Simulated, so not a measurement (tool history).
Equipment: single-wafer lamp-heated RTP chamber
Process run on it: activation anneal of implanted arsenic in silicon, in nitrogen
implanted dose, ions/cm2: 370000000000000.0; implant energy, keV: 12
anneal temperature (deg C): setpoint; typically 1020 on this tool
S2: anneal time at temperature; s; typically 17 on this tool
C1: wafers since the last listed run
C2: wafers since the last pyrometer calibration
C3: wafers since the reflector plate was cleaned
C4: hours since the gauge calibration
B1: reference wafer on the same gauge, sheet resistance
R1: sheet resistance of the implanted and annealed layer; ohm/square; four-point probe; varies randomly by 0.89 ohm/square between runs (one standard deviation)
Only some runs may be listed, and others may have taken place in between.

{"run": 1, "day": 0.0, "anneal temperature (deg C)": 1020, "S2": 14, "C1": 0, "C2": 1865, "C3": 8136, "C4": 532.3, "B1": 316.46, "R1": 283.67}
{"run": 2, "day": 0.658, "anneal temperature (deg C)": 1020, "S2": 17, "C1": 178, "C2": 2043, "C3": 8314, "C4": 548.1, "B1": 316.74, "R1": 282.67}
{"run": 3, "day": 1.379, "anneal temperature (deg C)": 1020, "S2": 17, "C1": 195, "C2": 2238, "C3": 8509, "C4": 565.4, "B1": 316.49, "R1": 281.78}
{"run": 4, "day": 2.038, "anneal temperature (deg C)": 1020, "S2": 17, "C1": 178, "C2": 2416, "C3": 8687, "C4": 581.2, "B1": 316.96, "R1": 281.76}
{"run": 5, "day": 2.333, "anneal temperature (deg C)": 1036, "S2": 21, "C1": 80, "C2": 2496, "C3": 8768, "C4": 588.3, "B1": 316.86, "R1": 275.55}
{"run": 6, "day": 2.8, "anneal temperature (deg C)": 1036, "S2": 21, "C1": 126, "C2": 2623, "C3": 8894, "C4": 599.5, "B1": 316.6, "R1": 277.84}
{"run": 7, "day": 3.383, "anneal temperature (deg C)": 1036, "S2": 21, "C1": 157, "C2": 2781, "C3": 9052, "C4": 613.5, "B1": 316.74, "R1": 277.2}
{"run": 8, "day": 3.921, "anneal temperature (deg C)": 1020, "S2": 17, "C1": 145, "C2": 2926, "C3": 9197, "C4": 626.4, "B1": 317.07, "R1": 281.38}
{"day": 5.975, "done": "gauge calibrated"}
{"run": 9, "day": 6.146, "anneal temperature (deg C)": 1020, "S2": 23, "C1": 602, "C2": 3529, "C3": 9800, "C4": 4.1, "B1": 317.54, "R1": 279.03}
{"run": 10, "day": 6.725, "anneal temperature (deg C)": 1020, "S2": 23, "C1": 156, "C2": 3686, "C3": 9957, "C4": 18, "B1": 316.82, "R1": 278.86}
{"run": 11, "day": 7.371, "anneal temperature (deg C)": 1020, "S2": 17, "C1": 174, "C2": 3860, "C3": 10132, "C4": 33.5, "B1": 317.06, "R1": 280.87}
{"run": 12, "day": 7.788, "anneal temperature (deg C)": 1020, "S2": 10, "C1": 112, "C2": 3973, "C3": 10244, "C4": 43.5, "B1": 316.67, "R1": 288.07}
{"run": 13, "day": 8.192, "anneal temperature (deg C)": 1020, "S2": 10, "C1": 109, "C2": 4083, "C3": 10354, "C4": 53.2, "B1": 317.28, "R1": 286.27}
{"run": 14, "day": 8.829, "anneal temperature (deg C)": 1020, "S2": 10, "C1": 172, "C2": 4255, "C3": 10526, "C4": 68.5, "B1": 316.46, "R1": 284.45}
{"run": 15, "day": 9.346, "anneal temperature (deg C)": 1010, "S2": 17, "C1": 139, "C2": 4395, "C3": 10666, "C4": 80.9, "B1": 316.91, "R1": 285.3}
{"run": 16, "day": 10.3, "anneal temperature (deg C)": 1010, "S2": 17, "C1": 258, "C2": 4654, "C3": 10925, "C4": 103.8, "B1": 317.3, "R1": 283.47}
{"run": 17, "day": 10.708, "anneal temperature (deg C)": 1020, "S2": 22, "C1": 110, "C2": 4764, "C3": 11035, "C4": 113.6, "B1": 317.03, "R1": 280.03}
{"run": 18, "day": 10.958, "anneal temperature (deg C)": 1020, "S2": 17, "C1": 67, "C2": 4832, "C3": 11103, "C4": 119.6, "B1": 317.36, "R1": 281.9}
{"run": 19, "day": 11.679, "anneal temperature (deg C)": 1035, "S2": 23, "C1": 195, "C2": 5027, "C3": 11298, "C4": 136.9, "B1": 316.85, "R1": 276.66}
{"run": 20, "day": 12.217, "anneal temperature (deg C)": 998, "S2": 9, "C1": 145, "C2": 5173, "C3": 11444, "C4": 149.8, "B1": 316.97, "R1": 290.05}
{"run": 21, "day": 12.958, "anneal temperature (deg C)": 1020, "S2": 17, "C1": 200, "C2": 5373, "C3": 11645, "C4": 167.6, "B1": 316.86, "R1": 283.02}
{"run": 22, "day": 13.217, "anneal temperature (deg C)": 1020, "S2": 25, "C1": 69, "C2": 5443, "C3": 11715, "C4": 173.8, "B1": 316.91, "R1": 279.26}
{"run": 23, "day": 13.533, "anneal temperature (deg C)": 1020, "S2": 17, "C1": 85, "C2": 5529, "C3": 11800, "C4": 181.4, "B1": 317.48, "R1": 281.71}
{"run": 24, "day": 13.996, "anneal temperature (deg C)": 1009, "S2": 10, "C1": 125, "C2": 5654, "C3": 11925, "C4": 192.5, "B1": 317.01, "R1": 287.9}
{"day": 14.446, "done": "pyrometer window cleaned and pyrometer calibrated"}
{"run": 25, "day": 14.467, "anneal temperature (deg C)": 1020, "S2": 22, "C1": 37, "C2": 5, "C3": 11963, "C4": 203.8, "B1": 316.69, "R1": 278.42}
{"run": 26, "day": 15.004, "anneal temperature (deg C)": 1002, "S2": 8, "C1": 145, "C2": 151, "C3": 12108, "C4": 216.7, "B1": 316.97, "R1": 289.93}
{"run": 27, "day": 15.533, "anneal temperature (deg C)": 1049, "S2": 11, "C1": 143, "C2": 294, "C3": 12252, "C4": 229.4, "B1": 317.15, "R1": 282.18}
{"run": 28, "day": 16.104, "anneal temperature (deg C)": 998, "S2": 21, "C1": 154, "C2": 449, "C3": 12406, "C4": 243.1, "B1": 316.73, "R1": 283.41}
{"day": 16.55, "done": "reflector plate cleaned"}
{"run": 29, "day": 16.821, "anneal temperature (deg C)": 1020, "S2": 11, "C1": 103, "C2": 553, "C3": 73, "C4": 260.3, "B1": 317.18, "R1": 285.69}
{"run": 30, "day": 17.317, "anneal temperature (deg C)": 994, "S2": 11, "C1": 134, "C2": 687, "C3": 207, "C4": 272.2, "B1": 316.97, "R1": 290.98}
{"run": 31, "day": 17.833, "anneal temperature (deg C)": 1020, "S2": 17, "C1": 139, "C2": 827, "C3": 347, "C4": 284.6, "B1": 317.18, "R1": 280.64}
{"run": 32, "day": 18.454, "anneal temperature (deg C)": 1020, "S2": 17, "C1": 168, "C2": 995, "C3": 515, "C4": 299.5, "B1": 317.3, "R1": 281.13}
{"run": 33, "day": 19.671, "anneal temperature (deg C)": 995, "S2": 13, "C1": 329, "C2": 1324, "C3": 845, "C4": 328.7, "B1": 316.78, "R1": 287.11}
{"run": 34, "day": 20.408, "anneal temperature (deg C)": 1038, "S2": 17, "C1": 199, "C2": 1524, "C3": 1044, "C4": 346.4, "B1": 316.72, "R1": 278.17}
{"run": 35, "day": 21.121, "anneal temperature (deg C)": 1042, "S2": 22, "C1": 192, "C2": 1717, "C3": 1237, "C4": 363.5, "B1": 317.19, "R1": 274.39}
{"run": 36, "day": 21.675, "anneal temperature (deg C)": 1048, "S2": 26, "C1": 150, "C2": 1867, "C3": 1387, "C4": 376.8, "B1": 317.27, "R1": 268.72}
{"run": 37, "day": 22.125, "anneal temperature (deg C)": 1012, "S2": 22, "C1": 121, "C2": 1989, "C3": 1509, "C4": 387.6, "B1": 316.36, "R1": 280.19}
{"run": 38, "day": 22.625, "anneal temperature (deg C)": 1020, "S2": 24, "C1": 135, "C2": 2124, "C3": 1645, "C4": 399.6, "B1": 316.88, "R1": 279.69}

3 ways to go on from here, each from the tool as it stands after run 38. What would each give?
{"run": "A", "day": 22.642, "anneal temperature (deg C)": 1020, "S2": 17, "C1": 4, "C2": 2129, "C3": 1649, "C4": 400, "B1": "?", "R1": "?"}
{"run": "B", "day": 22.642, "anneal temperature (deg C)": 990, "S2": 14, "C1": 4, "C2": 2129, "C3": 1649, "C4": 400, "B1": "?", "R1": "?"}
{"run": "C", "day": 22.642, "anneal temperature (deg C)": 1012, "S2": 21, "C1": 4, "C2": 2129, "C3": 1649, "C4": 400, "B1": "?", "R1": "?"}

run=A B1=316.91 R1=282.21
run=B B1=316.91 R1=288.21
run=C B1=316.91 R1=281.9
The same runs, with their run-to-run variation unchanged, on a tool lacking any hidden condition would have given:
run=A R1=282.21
run=B R1=288.21
run=C R1=281.9

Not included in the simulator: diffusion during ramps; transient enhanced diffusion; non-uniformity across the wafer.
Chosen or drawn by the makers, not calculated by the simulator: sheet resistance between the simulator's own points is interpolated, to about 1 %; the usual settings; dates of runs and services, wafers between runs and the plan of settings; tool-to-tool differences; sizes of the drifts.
